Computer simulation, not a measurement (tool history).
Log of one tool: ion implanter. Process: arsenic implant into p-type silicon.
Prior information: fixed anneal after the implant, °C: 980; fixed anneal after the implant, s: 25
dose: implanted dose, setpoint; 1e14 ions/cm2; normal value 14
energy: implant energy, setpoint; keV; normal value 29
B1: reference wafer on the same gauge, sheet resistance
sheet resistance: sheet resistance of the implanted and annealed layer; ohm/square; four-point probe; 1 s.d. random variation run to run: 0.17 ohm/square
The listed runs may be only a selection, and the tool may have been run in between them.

Run 1, hour 0: usual settings but energy 34 keV; B1 127.95. Result: sheet resistance 104.29 ohm/square.
Run 2, hour 68.4: usual settings but energy 34 keV; B1 128.05. Result: sheet resistance 104.01 ohm/square.
Run 3, hour 130.6: usual settings but energy 34 keV; B1 128.06. Result: sheet resistance 104.16 ohm/square.
Run 4, hour 191.9: usual settings; B1 128.02. Result: sheet resistance 110.67 ohm/square.
Run 5, hour 221.7: usual settings; B1 127.94. Result: sheet resistance 110.16 ohm/square.
Run 6, hour 276.2: usual settings; B1 128.01. Result: sheet resistance 110.71 ohm/square.
Run 7, hour 342.4: usual settings but energy 25.5 keV; B1 127.97. Result: sheet resistance 116.46 ohm/square.
Run 8, hour 377.2: usual settings but energy 25.5 keV; B1 127.99. Result: sheet resistance 116.21 ohm/square.
Run 9, hour 439.5: usual settings but energy 25.5 keV; B1 128. Result: sheet resistance 115.85 ohm/square.
Run 10, hour 482.4: usual settings; B1 127.95. Result: sheet resistance 110.13 ohm/square.
Run 11, hour 539: usual settings; B1 127.98. Result: sheet resistance 110.21 ohm/square.

What does the tool deliver on the next run?
At hour 562: gauge calibrated.
Run 12, hour 579.3: usual settings but dose 10.88 1e14 ions/cm2, energy 26 keV; B1 ?. Result: sheet resistance ?.

{"run 12": {"B1": 128.05, "sheet resistance": 126.34}}
On a tool with no hidden condition, and with the same random variation, this run would have come out at sheet resistance 128.81 ohm/square.

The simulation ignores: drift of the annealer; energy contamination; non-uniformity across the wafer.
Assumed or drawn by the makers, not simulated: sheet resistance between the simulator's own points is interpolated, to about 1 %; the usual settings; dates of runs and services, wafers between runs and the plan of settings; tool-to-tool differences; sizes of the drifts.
